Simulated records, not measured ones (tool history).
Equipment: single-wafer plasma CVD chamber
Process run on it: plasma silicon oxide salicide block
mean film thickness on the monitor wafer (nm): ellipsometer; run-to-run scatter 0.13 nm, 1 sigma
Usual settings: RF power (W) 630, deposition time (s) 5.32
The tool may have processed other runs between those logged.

run    hour  RF power (W)  deposition time (s)  wafers since the last listed run  hours since the last RF generator calibration  hours since the showerhead was replaced  hours since the gauge calibration  read-back reference wafer on the same gauge, thickness_nm  mean film thickness on the monitor wafer (nm)
  1     0.0           630                 5.32                                 0                                         1431.4                                   3591.4                              990.2                                                     48.860                                         53.809
  2    78.6           630                 5.32                              3984                                         1510.0                                   3670.0                             1068.8                                                     48.917                                         53.659
  3   173.0           630                 5.32                              4785                                         1604.4                                   3764.4                             1163.2                                                     48.944                                         53.912
  4   279.8           630                 5.32                              5414                                         1711.2                                   3871.2                             1270.0                                                     48.990                                         53.571
  5   344.4           630                 5.32                              3275                                         1775.8                                   3935.8                             1334.6                                                     49.048                                         53.905
      393.0  -- RF generator calibrated
  6   397.0           665                 5.32                              2261                                            4.0                                   3988.4                             1387.2                                                     49.055                                         54.707
  7   455.3           665                 5.32                              2955                                           62.3                                   4046.7                             1445.5                                                     49.061                                         54.715
  8   542.7           665                 5.32                              4431                                          149.7                                   4134.1                             1532.9                                                     49.154                                         54.653
  9   681.0           585                 4.66                              7011                                          288.0                                   4272.4                             1671.2                                                     49.170                                         46.510
 10   749.1           585                 4.66                              3452                                          356.1                                   4340.5                             1739.3                                                     49.205                                         46.389
 11   847.6           585                 4.66                              4993                                          454.6                                   4439.0                             1837.8                                                     49.231                                         46.596
 12   945.5           670                 5.01                              4963                                          552.5                                   4536.9                             1935.7                                                     49.265                                         51.677
 13  1006.0           670                 5.01                              3067                                          613.0                                   4597.4                             1996.2                                                     49.248                                         51.852
 14  1075.1           670                 5.01                              3503                                          682.1                                   4666.5                             2065.3                                                     49.314                                         51.932
 15  1175.4           630                 5.32                              5085                                          782.4                                   4766.8                             2165.6                                                     49.329                                         54.304
 16  1217.0           630                 4.91                              2109                                          824.0                                   4808.4                             2207.2                                                     49.343                                         50.073
 17  1376.0           730                 4.26                              8061                                          983.0                                   4967.4                             2366.2                                                     49.428                                         45.259
 18  1428.3           520                 5.85                              2651                                         1035.3                                   5019.7                             2418.5                                                     49.460                                         56.745
 19  1488.2           680                 4.59                              3036                                         1095.2                                   5079.6                             2478.4                                                     49.492                                         47.969
 20  1587.6           630                 5.32                              5039                                         1194.6                                   5179.0                             2577.8                                                     49.530                                         54.530
 21  1663.4           570                 6.12                              3842                                         1270.4                                   5254.8                             2653.6                                                     49.513                                         61.326
 22  1713.3           630                 5.32                              2529                                         1320.3                                   5304.7                             2703.5                                                     49.580                                         54.741
 23  1749.8           695                 4.92                              1850                                         1356.8                                   5341.2                             2740.0                                                     49.609                                         51.826
     1754.3  -- gauge calibrated
     1792.8  -- showerhead replaced
     1805.1  -- RF generator calibrated
 24  1818.6           555                 4.73                              2676                                           13.5                                     25.8                               64.3                                                     48.326                                         45.666
 25  1855.5           740                 5.88                              1870                                           50.4                                     62.7                              101.2                                                     48.430                                         61.404
 26  1962.1           630                 5.32                              5404                                          157.0                                    169.3                              207.8                                                     48.430                                         53.335
 27  2039.4           630                 5.32                              3919                                          234.3                                    246.6                              285.1                                                     48.465                                         53.316
 28  2136.9           680                 4.59                              4943                                          331.8                                    344.1                              382.6                                                     48.516                                         46.996
 29  2188.7           740                 6.12                              2626                                          383.6                                    395.9                              434.4                                                     48.536                                         64.109
 30  2292.0           685                 6.33                              5237                                          486.9                                    499.2                              537.7                                                     48.499                                         64.943
 31  2363.1           670                 5.01                              3604                                          558.0                                    570.3                              608.8                                                     48.559                                         51.007

Pick out some run-to-run changes in mean film thickness on the monitor wafer (nm). Of each, how much would a tool without hidden state show as well, from the settings, what came in and chance, and how much is left for the hidden state and any gauge scatter not in both results compared?
What the log doesn't record here: delivered RF power above the setpoint (%); gauge reads high (%).
Run 17 -> 18: RF power (W) 730 -> 520, deposition time (s) 4.26 -> 5.85. mean film thickness on the monitor wafer (nm) +11.486: hidden state +0.263, all else +11.223.
Run 20 -> 21: RF power (W) 630 -> 570, deposition time (s) 5.32 -> 6.12. mean film thickness on the monitor wafer (nm) +6.796: hidden state +0.189, all else +6.607.
Run 23 -> 24: RF power (W) 695 -> 555, deposition time (s) 4.92 -> 4.73, gauge calibrated, showerhead replaced, RF generator calibrated. mean film thickness on the monitor wafer (nm) -6.160: hidden state -1.260, all else -4.900.
Run 24 -> 25: RF power (W) 555 -> 740, deposition time (s) 4.73 -> 5.88. mean film thickness on the monitor wafer (nm) +15.738: hidden state +0.007, all else +15.731.
Run 28 -> 29: RF power (W) 680 -> 740, deposition time (s) 4.59 -> 6.12. mean film thickness on the monitor wafer (nm) +17.113: hidden state +0.059, all else +17.054.
Run 30 -> 31: RF power (W) 685 -> 670, deposition time (s) 6.33 -> 5.01. mean film thickness on the monitor wafer (nm) -13.936: hidden state -0.013, all else -13.923.
